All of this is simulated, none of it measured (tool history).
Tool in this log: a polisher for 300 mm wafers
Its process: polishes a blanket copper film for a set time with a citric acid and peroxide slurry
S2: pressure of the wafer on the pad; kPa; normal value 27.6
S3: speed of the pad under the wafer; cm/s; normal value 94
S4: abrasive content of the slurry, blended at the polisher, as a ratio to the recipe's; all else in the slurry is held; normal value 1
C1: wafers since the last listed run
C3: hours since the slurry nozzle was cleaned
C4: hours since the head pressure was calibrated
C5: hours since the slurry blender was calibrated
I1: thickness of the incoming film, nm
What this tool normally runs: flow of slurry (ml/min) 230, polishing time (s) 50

run 1 hour=0 | flow_of_slurry_(ml/min)=280 S2=27.6 S3=94 S4=1 polishing_time_(s)=50 | C1=0 wafers_polished_on_this_pad=483 C3=176.4 C4=721.2 C5=76.3 | I1=845.7 | film_removed_(Å)=1499
run 2 hour=8.5 | flow_of_slurry_(ml/min)=205 S2=27.6 S3=94 S4=1 polishing_time_(s)=50 | C1=112 wafers_polished_on_this_pad=595 C3=184.9 C4=729.7 C5=84.8 | I1=846.4 | film_removed_(Å)=1417
-- hour=20.3 head pressure recalibrated
run 3 hour=20.8 | flow_of_slurry_(ml/min)=230 S2=27.6 S3=94 S4=0.85 polishing_time_(s)=50 | C1=136 wafers_polished_on_this_pad=732 C3=197.2 C4=0.5 C5=97.1 | I1=831.6 | film_removed_(Å)=1386
run 4 hour=32.6 | flow_of_slurry_(ml/min)=230 S2=27.6 S3=94 S4=1 polishing_time_(s)=50 | C1=155 wafers_polished_on_this_pad=887 C3=209 C4=12.3 C5=108.9 | I1=854.9 | film_removed_(Å)=1441
run 5 hour=39.6 | flow_of_slurry_(ml/min)=230 S2=27.6 S3=94 S4=1 polishing_time_(s)=50 | C1=92 wafers_polished_on_this_pad=980 C3=216 C4=19.3 C5=115.9 | I1=845.7 | film_removed_(Å)=1444
run 6 hour=50.2 | flow_of_slurry_(ml/min)=230 S2=27.6 S3=94 S4=1 polishing_time_(s)=50 | C1=140 wafers_polished_on_this_pad=1120 C3=226.6 C4=29.9 C5=126.5 | I1=846.2 | film_removed_(Å)=1466
-- hour=66.2 worn pad replaced by a new one
run 7 hour=66.7 | flow_of_slurry_(ml/min)=230 S2=27.6 S3=94 S4=1 polishing_time_(s)=50 | C1=165 wafers_polished_on_this_pad=6 C3=243.1 C4=46.4 C5=143 | I1=840.7 | film_removed_(Å)=1448
run 8 hour=81.5 | flow_of_slurry_(ml/min)=230 S2=27.6 S3=94 S4=1 polishing_time_(s)=50 | C1=195 wafers_polished_on_this_pad=202 C3=257.9 C4=61.2 C5=157.8 | I1=840.9 | film_removed_(Å)=1477
run 9 hour=91.8 | flow_of_slurry_(ml/min)=230 S2=27.6 S3=94 S4=1 polishing_time_(s)=50 | C1=136 wafers_polished_on_this_pad=338 C3=268.2 C4=71.5 C5=168.1 | I1=842 | film_removed_(Å)=1441
run 10 hour=109 | flow_of_slurry_(ml/min)=230 S2=27.6 S3=94 S4=1 polishing_time_(s)=50 | C1=227 wafers_polished_on_this_pad=565 C3=285.4 C4=88.7 C5=185.3 | I1=835.1 | film_removed_(Å)=1446
run 11 hour=116.4 | flow_of_slurry_(ml/min)=230 S2=27.6 S3=94 S4=1.15 polishing_time_(s)=50 | C1=97 wafers_polished_on_this_pad=663 C3=292.8 C4=96.1 C5=192.7 | I1=822.8 | film_removed_(Å)=1504
run 12 hour=128.8 | flow_of_slurry_(ml/min)=230 S2=31.7 S3=80 S4=1 polishing_time_(s)=50 | C1=163 wafers_polished_on_this_pad=827 C3=305.2 C4=108.5 C5=205.1 | I1=837.1 | film_removed_(Å)=1387
-- hour=138.5 slurry blender recalibrated
run 13 hour=145.6 | flow_of_slurry_(ml/min)=230 S2=27.6 S3=94 S4=1 polishing_time_(s)=50 | C1=195 wafers_polished_on_this_pad=1022 C3=322 C4=125.3 C5=7.1 | I1=851.9 | film_removed_(Å)=1448
-- hour=159.6 worn pad replaced by a new one
run 14 hour=160.1 | flow_of_slurry_(ml/min)=230 S2=27.6 S3=94 S4=1 polishing_time_(s)=50 | C1=138 wafers_polished_on_this_pad=7 C3=336.5 C4=139.8 C5=21.6 | I1=850.8 | film_removed_(Å)=1450
run 15 hour=171.5 | flow_of_slurry_(ml/min)=195 S2=27.6 S3=70 S4=1 polishing_time_(s)=50 | C1=150 wafers_polished_on_this_pad=157 C3=347.9 C4=151.2 C5=33 | I1=838.8 | film_removed_(Å)=1049
run 16 hour=179.4 | flow_of_slurry_(ml/min)=230 S2=27.6 S3=78 S4=1 polishing_time_(s)=50 | C1=104 wafers_polished_on_this_pad=262 C3=355.8 C4=159.1 C5=40.9 | I1=828.9 | film_removed_(Å)=1201
run 17 hour=190.8 | flow_of_slurry_(ml/min)=280 S2=27.6 S3=94 S4=1 polishing_time_(s)=50 | C1=150 wafers_polished_on_this_pad=412 C3=367.2 C4=170.5 C5=52.3 | I1=833.9 | film_removed_(Å)=1479
run 18 hour=201.8 | flow_of_slurry_(ml/min)=230 S2=27.6 S3=68 S4=1.3 polishing_time_(s)=50 | C1=145 wafers_polished_on_this_pad=557 C3=378.2 C4=181.5 C5=63.3 | I1=845 | film_removed_(Å)=1119
run 19 hour=209.9 | flow_of_slurry_(ml/min)=230 S2=27.6 S3=108 S4=1 polishing_time_(s)=50 | C1=107 wafers_polished_on_this_pad=664 C3=386.3 C4=189.6 C5=71.4 | I1=844.9 | film_removed_(Å)=1624
run 20 hour=224.1 | flow_of_slurry_(ml/min)=230 S2=20.7 S3=94 S4=1 polishing_time_(s)=50 | C1=187 wafers_polished_on_this_pad=852 C3=400.5 C4=203.8 C5=85.6 | I1=846.6 | film_removed_(Å)=1096
run 21 hour=230.3 | flow_of_slurry_(ml/min)=175 S2=37.2 S3=82 S4=1 polishing_time_(s)=50 | C1=81 wafers_polished_on_this_pad=934 C3=406.7 C4=210 C5=91.8 | I1=859.3 | film_removed_(Å)=1571
run 22 hour=247.9 | flow_of_slurry_(ml/min)=230 S2=27.6 S3=94 S4=1 polishing_time_(s)=50 | C1=232 wafers_polished_on_this_pad=1166 C3=424.3 C4=227.6 C5=109.4 | I1=839.1 | film_removed_(Å)=1408
-- hour=260.3 slurry nozzle cleaned
run 23 hour=263.3 | flow_of_slurry_(ml/min)=230 S2=27.6 S3=114 S4=1 polishing_time_(s)=50 | C1=190 wafers_polished_on_this_pad=1357 C3=3 C4=243 C5=124.8 | I1=834.5 | film_removed_(Å)=1820
-- hour=270.6 worn pad replaced by a new one
run 24 hour=299.7 | flow_of_slurry_(ml/min)=285 S2=35.9 S3=94 S4=0.9 polishing_time_(s)=50 | C1=428 wafers_polished_on_this_pad=383 C3=39.4 C4=279.4 C5=161.2 | I1=832.4 | film_removed_(Å)=1879
run 25 hour=306.2 | flow_of_slurry_(ml/min)=280 S2=27.6 S3=94 S4=1 polishing_time_(s)=50 | C1=85 wafers_polished_on_this_pad=469 C3=45.9 C4=285.9 C5=167.7 | I1=837.2 | film_removed_(Å)=1556
run 26 hour=318.9 | flow_of_slurry_(ml/min)=170 S2=22.1 S3=74 S4=1 polishing_time_(s)=45 | C1=167 wafers_polished_on_this_pad=637 C3=58.6 C4=298.6 C5=180.4 | I1=827.7 | film_removed_(Å)=857
run 27 hour=334.7 | flow_of_slurry_(ml/min)=230 S2=27.6 S3=94 S4=1 polishing_time_(s)=35 | C1=208 wafers_polished_on_this_pad=846 C3=74.4 C4=314.4 C5=196.2 | I1=828.7 | film_removed_(Å)=1050
run 28 hour=349 | flow_of_slurry_(ml/min)=230 S2=27.6 S3=94 S4=1 polishing_time_(s)=50 | C1=188 wafers_polished_on_this_pad=1035 C3=88.7 C4=328.7 C5=210.5 | I1=833.8 | film_removed_(Å)=1488
run 29 hour=358.3 | flow_of_slurry_(ml/min)=230 S2=27.6 S3=66 S4=1.2 polishing_time_(s)=50 | C1=122 wafers_polished_on_this_pad=1157 C3=98 C4=338 C5=219.8 | I1=838.3 | film_removed_(Å)=1098
-- hour=370.5 worn pad replaced by a new one
run 30 hour=370.8 | flow_of_slurry_(ml/min)=230 S2=27.6 S3=94 S4=1 polishing_time_(s)=50 | C1=112 wafers_polished_on_this_pad=4 C3=110.5 C4=350.5 C5=232.3 | I1=851.2 | film_removed_(Å)=1485
run 31 hour=378.1 | flow_of_slurry_(ml/min)=230 S2=27.6 S3=94 S4=1 polishing_time_(s)=57 | C1=96 wafers_polished_on_this_pad=100 C3=117.8 C4=357.8 C5=239.6 | I1=837.1 | film_removed_(Å)=1688

Branching from run 31: 3 alternative next runs. What would each branch give?
run A hour=378.5 | flow_of_slurry_(ml/min)=230 S2=27.6 S3=94 S4=1 polishing_time_(s)=50 | C1=5 wafers_polished_on_this_pad=105 C3=118.2 C4=358.2 C5=240 | I1=838.3 | film_removed_(Å)=?
run B hour=378.5 | flow_of_slurry_(ml/min)=230 S2=37.2 S3=110 S4=1 polishing_time_(s)=50 | C1=5 wafers_polished_on_this_pad=105 C3=118.2 C4=358.2 C5=240 | I1=838.3 | film_removed_(Å)=?
run C hour=378.5 | flow_of_slurry_(ml/min)=230 S2=27.6 S3=94 S4=1.3 polishing_time_(s)=50 | C1=5 wafers_polished_on_this_pad=105 C3=118.2 C4=358.2 C5=240 | I1=838.3 | film_removed_(Å)=?

run=A film_removed_(Å)=1483
run=B film_removed_(Å)=2280
run=C film_removed_(Å)=1596
Without the tool's hidden state the same runs would have given:
run=A film_removed_(Å)=1524
run=B film_removed_(Å)=2344
run=C film_removed_(Å)=1640
